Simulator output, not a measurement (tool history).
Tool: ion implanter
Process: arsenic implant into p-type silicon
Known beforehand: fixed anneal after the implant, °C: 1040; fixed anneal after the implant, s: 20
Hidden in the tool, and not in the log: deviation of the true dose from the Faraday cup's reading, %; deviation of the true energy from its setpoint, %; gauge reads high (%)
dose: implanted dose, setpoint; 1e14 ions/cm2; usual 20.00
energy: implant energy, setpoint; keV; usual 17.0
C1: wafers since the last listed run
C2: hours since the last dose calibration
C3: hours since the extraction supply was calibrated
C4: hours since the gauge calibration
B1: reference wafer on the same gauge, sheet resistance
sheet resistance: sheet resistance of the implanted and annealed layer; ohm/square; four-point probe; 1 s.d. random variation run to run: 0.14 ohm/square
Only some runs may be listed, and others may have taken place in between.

run 1 hour=0.0 | dose=20.00 energy=19.5 | C1=0 C2=1537.7 C3=5430.2 C4=224.1 | B1=112.87 | sheet_resistance=92.82
run 2 hour=11.3 | dose=20.00 energy=17.0 | C1=155 C2=1549.0 C3=5441.5 C4=235.4 | B1=112.94 | sheet_resistance=95.40
run 3 hour=28.0 | dose=20.00 energy=14.5 | C1=230 C2=1565.7 C3=5458.2 C4=252.1 | B1=112.98 | sheet_resistance=97.89
run 4 hour=41.2 | dose=15.22 energy=17.0 | C1=181 C2=1578.9 C3=5471.4 C4=265.3 | B1=113.02 | sheet_resistance=105.32
run 5 hour=58.8 | dose=15.22 energy=17.0 | C1=242 C2=1596.5 C3=5489.0 C4=282.9 | B1=113.02 | sheet_resistance=105.23
run 6 hour=75.7 | dose=15.22 energy=17.0 | C1=233 C2=1613.4 C3=5505.9 C4=299.8 | B1=113.26 | sheet_resistance=105.45
run 7 hour=92.4 | dose=23.47 energy=17.0 | C1=230 C2=1630.1 C3=5522.6 C4=316.5 | B1=113.27 | sheet_resistance=91.28
run 8 hour=103.4 | dose=23.47 energy=17.0 | C1=151 C2=1641.1 C3=5533.6 C4=327.5 | B1=113.31 | sheet_resistance=91.33
run 9 hour=115.4 | dose=23.47 energy=17.0 | C1=165 C2=1653.1 C3=5545.6 C4=339.5 | B1=113.33 | sheet_resistance=91.55
run 10 hour=131.7 | dose=20.00 energy=17.0 | C1=224 C2=1669.4 C3=5561.9 C4=355.8 | B1=113.45 | sheet_resistance=95.97
run 11 hour=145.9 | dose=20.00 energy=17.0 | C1=195 C2=1683.6 C3=5576.1 C4=370.0 | B1=113.56 | sheet_resistance=95.81
run 12 hour=156.8 | dose=20.00 energy=17.0 | C1=150 C2=1694.5 C3=5587.0 C4=380.9 | B1=113.63 | sheet_resistance=96.00
run 13 hour=171.6 | dose=21.46 energy=17.0 | C1=204 C2=1709.3 C3=5601.8 C4=395.7 | B1=113.65 | sheet_resistance=94.01
run 14 hour=186.9 | dose=20.00 energy=17.0 | C1=210 C2=1724.6 C3=5617.1 C4=411.0 | B1=113.77 | sheet_resistance=95.92
run 15 hour=193.6 | dose=20.00 energy=17.0 | C1=92 C2=1731.3 C3=5623.8 C4=417.7 | B1=113.87 | sheet_resistance=95.88
-- hour=210.0 Faraday cup replaced and dose calibrated
run 16 hour=210.5 | dose=20.00 energy=17.0 | C1=122 C2=0.5 C3=5640.7 C4=434.6 | B1=113.89 | sheet_resistance=96.21
run 17 hour=219.8 | dose=20.00 energy=17.0 | C1=128 C2=9.8 C3=5650.0 C4=443.9 | B1=113.95 | sheet_resistance=96.10
run 18 hour=228.0 | dose=20.00 energy=14.0 | C1=113 C2=18.0 C3=5658.2 C4=452.1 | B1=113.98 | sheet_resistance=99.22
run 19 hour=244.2 | dose=20.00 energy=13.5 | C1=223 C2=34.2 C3=5674.4 C4=468.3 | B1=114.09 | sheet_resistance=99.71
run 20 hour=261.1 | dose=16.13 energy=20.5 | C1=233 C2=51.1 C3=5691.3 C4=485.2 | B1=114.28 | sheet_resistance=100.85
run 21 hour=270.8 | dose=22.84 energy=20.0 | C1=133 C2=60.8 C3=5701.0 C4=494.9 | B1=114.44 | sheet_resistance=89.79
-- hour=272.8 gauge calibrated
run 22 hour=285.7 | dose=20.00 energy=13.0 | C1=205 C2=75.7 C3=5715.9 C4=12.9 | B1=112.20 | sheet_resistance=98.46
run 23 hour=296.8 | dose=14.01 energy=22.5 | C1=153 C2=86.8 C3=5727.0 C4=24.0 | B1=112.19 | sheet_resistance=103.72
run 24 hour=308.2 | dose=22.71 energy=14.5 | C1=157 C2=98.2 C3=5738.4 C4=35.4 | B1=112.22 | sheet_resistance=93.65
run 25 hour=318.5 | dose=20.00 energy=17.0 | C1=142 C2=108.5 C3=5748.7 C4=45.7 | B1=112.18 | sheet_resistance=94.91
run 26 hour=330.2 | dose=23.75 energy=11.5 | C1=161 C2=120.2 C3=5760.4 C4=57.4 | B1=112.21 | sheet_resistance=95.34
run 27 hour=336.6 | dose=20.00 energy=17.0 | C1=88 C2=126.6 C3=5766.8 C4=63.8 | B1=112.30 | sheet_resistance=94.99
run 28 hour=349.4 | dose=20.00 energy=17.0 | C1=176 C2=139.4 C3=5779.6 C4=76.6 | B1=112.25 | sheet_resistance=95.05
run 29 hour=357.5 | dose=16.99 energy=20.0 | C1=111 C2=147.5 C3=5787.7 C4=84.7 | B1=112.33 | sheet_resistance=97.71
-- hour=365.8 extraction supply calibrated
run 30 hour=373.5 | dose=20.00 energy=17.0 | C1=110 C2=163.5 C3=7.7 C4=100.7 | B1=112.28 | sheet_resistance=94.73
run 31 hour=380.9 | dose=25.23 energy=12.5 | C1=102 C2=170.9 C3=15.1 C4=108.1 | B1=112.29 | sheet_resistance=93.40
run 32 hour=391.9 | dose=24.49 energy=20.5 | C1=151 C2=181.9 C3=26.1 C4=119.1 | B1=112.20 | sheet_resistance=86.06
run 33 hour=407.9 | dose=22.65 energy=21.0 | C1=220 C2=197.9 C3=42.1 C4=135.1 | B1=112.44 | sheet_resistance=87.54
run 34 hour=434.5 | dose=20.00 energy=17.0 | C1=366 C2=224.5 C3=68.7 C4=161.7 | B1=112.36 | sheet_resistance=95.10
run 35 hour=444.6 | dose=20.00 energy=12.0 | C1=139 C2=234.6 C3=78.8 C4=171.8 | B1=112.44 | sheet_resistance=99.38
run 36 hour=457.3 | dose=25.88 energy=21.0 | C1=175 C2=247.3 C3=91.5 C4=184.5 | B1=112.50 | sheet_resistance=84.64

Give the tool's hidden conditions for every run:
deviation of the true dose from the Faraday cup's reading, %: 0 on each run
deviation of the true energy from its setpoint, %: 0 on each run
H1: gauge reads high (%)
run=1 H1=0.323
run=2 H1=0.357
run=3 H1=0.412
run=4 H1=0.457
run=5 H1=0.521
run=6 H1=0.587
run=7 H1=0.656
run=8 H1=0.703
run=9 H1=0.757
run=10 H1=0.832
run=11 H1=0.901
run=12 H1=0.956
run=13 H1=1.03
run=14 H1=1.11
run=15 H1=1.15
run=16 H1=1.25
run=17 H1=1.3
run=18 H1=1.35
run=19 H1=1.45
run=20 H1=1.56
run=21 H1=1.62
run=22 H1=-0.272
run=23 H1=-0.269
run=24 H1=-0.265
run=25 H1=-0.259
run=26 H1=-0.251
run=27 H1=-0.246
run=28 H1=-0.234
run=29 H1=-0.225
run=30 H1=-0.205
run=31 H1=-0.195
run=32 H1=-0.178
run=33 H1=-0.151
run=34 H1=-0.0986
run=35 H1=-0.0761
run=36 H1=-0.0459
